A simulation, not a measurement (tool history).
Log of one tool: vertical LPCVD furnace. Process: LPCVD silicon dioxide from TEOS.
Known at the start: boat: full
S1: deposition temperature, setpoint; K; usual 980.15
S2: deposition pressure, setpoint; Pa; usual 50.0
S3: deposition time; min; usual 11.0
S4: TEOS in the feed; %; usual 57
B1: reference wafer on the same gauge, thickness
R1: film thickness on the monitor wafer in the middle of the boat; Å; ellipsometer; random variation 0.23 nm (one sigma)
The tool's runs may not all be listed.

run,hour,S1,S2,S3,S4,B1,R1
1,0.0,980.15,50.0,11.0,57,78.82,946.4
2,82.1,980.15,50.0,10.0,54,78.81,841.4
3,189.4,980.15,50.0,10.0,54,78.87,843.0
4,268.5,980.15,50.0,11.0,57,78.80,950.4
5,336.1,988.15,50.0,11.0,57,78.82,1144.5
# hour 416.4: pressure gauge zeroed
6,416.9,988.15,50.0,11.0,57,78.80,1144.7
7,438.3,988.15,50.0,11.0,57,78.81,1143.5
8,475.4,980.15,44.7,13.0,57,78.79,1061.3
9,551.5,980.15,44.7,13.0,57,78.81,1059.8
10,597.0,980.15,44.7,13.0,57,78.82,1063.5
11,641.6,980.15,47.3,11.0,65,78.84,984.5
12,686.2,980.15,47.3,11.0,65,78.88,988.9
13,777.0,980.15,50.0,11.0,57,78.81,950.2
14,825.8,980.15,45.3,7.0,64,78.86,613.3
15,868.5,975.15,61.3,11.0,67,78.74,1017.5
16,921.7,969.15,60.7,11.0,47,78.77,736.3
17,991.1,980.15,54.7,12.5,57,78.80,1131.1
# hour 1072.8: gauge calibrated
# hour 1092.7: thermocouples replaced and temperature profile calibrated
18,1093.2,975.15,46.7,8.5,52,78.83,605.5
19,1145.9,974.15,50.0,9.5,57,78.82,715.7
# hour 1180.7: TEOS flow controller replaced
20,1206.9,980.15,46.0,11.0,68,78.77,994.0
21,1278.4,980.15,50.0,11.0,57,78.81,955.6
22,1339.1,980.15,50.0,6.5,57,78.79,564.3
23,1421.7,987.15,46.7,11.0,65,78.76,1153.0
24,1483.5,980.15,50.0,11.0,57,78.83,950.2
25,1557.6,991.15,38.7,11.0,57,78.80,1073.8
26,1638.1,970.15,50.0,8.0,66,78.85,591.4
27,1723.5,970.15,38.7,14.0,57,78.86,845.2
28,1802.4,980.15,50.0,11.0,57,78.78,947.8
29,1851.4,980.15,50.0,11.0,57,78.77,954.1
30,1921.6,980.15,50.0,11.0,57,78.82,951.4
31,1968.0,973.15,45.3,11.0,65,78.76,823.2
32,2071.8,980.15,54.7,12.5,57,78.80,1129.4

What the log doesn't show, run by run:
true tube temperature minus thermocouple reading, K: 0 in every run
true pressure minus gauge reading, mTorr: 0 in every run
deviation of the TEOS flow from its setpoint, %: 0 in every run
gauge reads high (%): 0 in every run
